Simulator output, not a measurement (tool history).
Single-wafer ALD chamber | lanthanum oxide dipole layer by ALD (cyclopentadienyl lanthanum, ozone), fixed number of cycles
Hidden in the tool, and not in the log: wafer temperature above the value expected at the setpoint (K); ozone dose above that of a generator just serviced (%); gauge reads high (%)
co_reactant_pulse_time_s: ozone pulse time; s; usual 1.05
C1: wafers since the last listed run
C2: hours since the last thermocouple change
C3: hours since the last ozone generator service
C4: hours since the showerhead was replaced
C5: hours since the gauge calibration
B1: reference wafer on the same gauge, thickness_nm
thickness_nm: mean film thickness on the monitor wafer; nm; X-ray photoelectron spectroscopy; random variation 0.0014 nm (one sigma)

{"run": 1, "day": 0.0, "co_reactant_pulse_time_s": 1.05, "C1": 0, "C2": 650.9, "C3": 642.9, "C4": 5842.5, "C5": 395.8, "B1": 0.572, "thickness_nm": 0.563}
{"run": 2, "day": 0.617, "co_reactant_pulse_time_s": 1.05, "C1": 252, "C2": 665.7, "C3": 657.7, "C4": 5857.3, "C5": 410.6, "B1": 0.572, "thickness_nm": 0.56}
{"run": 3, "day": 1.621, "co_reactant_pulse_time_s": 1.05, "C1": 411, "C2": 689.8, "C3": 681.8, "C4": 5881.4, "C5": 434.7, "B1": 0.571, "thickness_nm": 0.561}
{"run": 4, "day": 2.338, "co_reactant_pulse_time_s": 1.05, "C1": 293, "C2": 707.0, "C3": 699.0, "C4": 5898.6, "C5": 451.9, "B1": 0.572, "thickness_nm": 0.561}
{"run": 5, "day": 3.512, "co_reactant_pulse_time_s": 1.05, "C1": 481, "C2": 735.2, "C3": 727.2, "C4": 5926.8, "C5": 480.1, "B1": 0.572, "thickness_nm": 0.56}
{"run": 6, "day": 4.342, "co_reactant_pulse_time_s": 1.16, "C1": 339, "C2": 755.1, "C3": 747.1, "C4": 5946.7, "C5": 500.0, "B1": 0.572, "thickness_nm": 0.58}
{"run": 7, "day": 4.988, "co_reactant_pulse_time_s": 1.05, "C1": 264, "C2": 770.6, "C3": 762.6, "C4": 5962.2, "C5": 515.5, "B1": 0.573, "thickness_nm": 0.557}
{"run": 8, "day": 5.608, "co_reactant_pulse_time_s": 1.05, "C1": 254, "C2": 785.5, "C3": 777.5, "C4": 5977.1, "C5": 530.4, "B1": 0.572, "thickness_nm": 0.558}
{"run": 9, "day": 6.217, "co_reactant_pulse_time_s": 1.05, "C1": 249, "C2": 800.1, "C3": 792.1, "C4": 5991.7, "C5": 545.0, "B1": 0.572, "thickness_nm": 0.556}
{"day": 6.279, "done": "gauge calibrated"}
{"run": 10, "day": 7.142, "co_reactant_pulse_time_s": 1.05, "C1": 378, "C2": 822.3, "C3": 814.3, "C4": 6013.9, "C5": 20.7, "B1": 0.572, "thickness_nm": 0.554}
{"run": 11, "day": 8.438, "co_reactant_pulse_time_s": 0.86, "C1": 530, "C2": 853.4, "C3": 845.4, "C4": 6045.0, "C5": 51.8, "B1": 0.572, "thickness_nm": 0.502}
{"run": 12, "day": 9.65, "co_reactant_pulse_time_s": 0.71, "C1": 496, "C2": 882.5, "C3": 874.5, "C4": 6074.1, "C5": 80.9, "B1": 0.572, "thickness_nm": 0.442}
{"day": 10.221, "done": "thermocouple changed; heater temperature recalibrated"}
{"day": 10.925, "done": "ozone generator serviced"}
{"run": 13, "day": 10.992, "co_reactant_pulse_time_s": 1.05, "C1": 276, "C2": 18.5, "C3": 1.6, "C4": 6106.3, "C5": 113.1, "B1": 0.572, "thickness_nm": 0.577}
{"run": 14, "day": 12.071, "co_reactant_pulse_time_s": 1.05, "C1": 442, "C2": 44.4, "C3": 27.5, "C4": 6132.2, "C5": 139.0, "B1": 0.572, "thickness_nm": 0.576}
{"run": 15, "day": 12.796, "co_reactant_pulse_time_s": 1.05, "C1": 296, "C2": 61.8, "C3": 44.9, "C4": 6149.6, "C5": 156.4, "B1": 0.573, "thickness_nm": 0.577}
{"day": 14.125, "done": "showerhead replaced"}
{"run": 16, "day": 14.146, "co_reactant_pulse_time_s": 1.41, "C1": 416, "C2": 94.2, "C3": 77.3, "C4": 0.5, "C5": 188.8, "B1": 0.572, "thickness_nm": 0.626}
{"run": 17, "day": 15.433, "co_reactant_pulse_time_s": 1.05, "C1": 527, "C2": 125.1, "C3": 108.2, "C4": 31.4, "C5": 219.7, "B1": 0.572, "thickness_nm": 0.576}
{"run": 18, "day": 16.892, "co_reactant_pulse_time_s": 0.87, "C1": 597, "C2": 160.1, "C3": 143.2, "C4": 66.4, "C5": 254.7, "B1": 0.572, "thickness_nm": 0.532}
{"run": 19, "day": 18.088, "co_reactant_pulse_time_s": 1.35, "C1": 489, "C2": 188.8, "C3": 171.9, "C4": 95.1, "C5": 283.4, "B1": 0.572, "thickness_nm": 0.62}
{"run": 20, "day": 19.138, "co_reactant_pulse_time_s": 1.43, "C1": 430, "C2": 214.0, "C3": 197.1, "C4": 120.3, "C5": 308.6, "B1": 0.572, "thickness_nm": 0.625}
{"run": 21, "day": 19.692, "co_reactant_pulse_time_s": 1.36, "C1": 226, "C2": 227.3, "C3": 210.4, "C4": 133.6, "C5": 321.9, "B1": 0.572, "thickness_nm": 0.619}

Hidden state at the last listed run before each entry between runs and at the first one after, where it differs:
Between runs 9 and 10: gauge calibrated (day 6.279)
  ozone dose above that of a generator just serviced (%): -9.22 -> -9.67
  measured less the result without the state, thickness_nm: -0.021 -> -0.022 nm
Between runs 12 and 13: thermocouple changed; heater temperature recalibrated (day 10.221); ozone generator serviced (day 10.925)
  ozone dose above that of a generator just serviced (%): -10.9 -> -0.315
  measured less the result without the state, thickness_nm: -0.034 -> -0.001 nm
Between runs 15 and 16: showerhead replaced (day 14.125)
  ozone dose above that of a generator just serviced (%): -0.34 -> -0.389
  measured less the result without the state, thickness_nm: -0.001 -> +0.000 nm

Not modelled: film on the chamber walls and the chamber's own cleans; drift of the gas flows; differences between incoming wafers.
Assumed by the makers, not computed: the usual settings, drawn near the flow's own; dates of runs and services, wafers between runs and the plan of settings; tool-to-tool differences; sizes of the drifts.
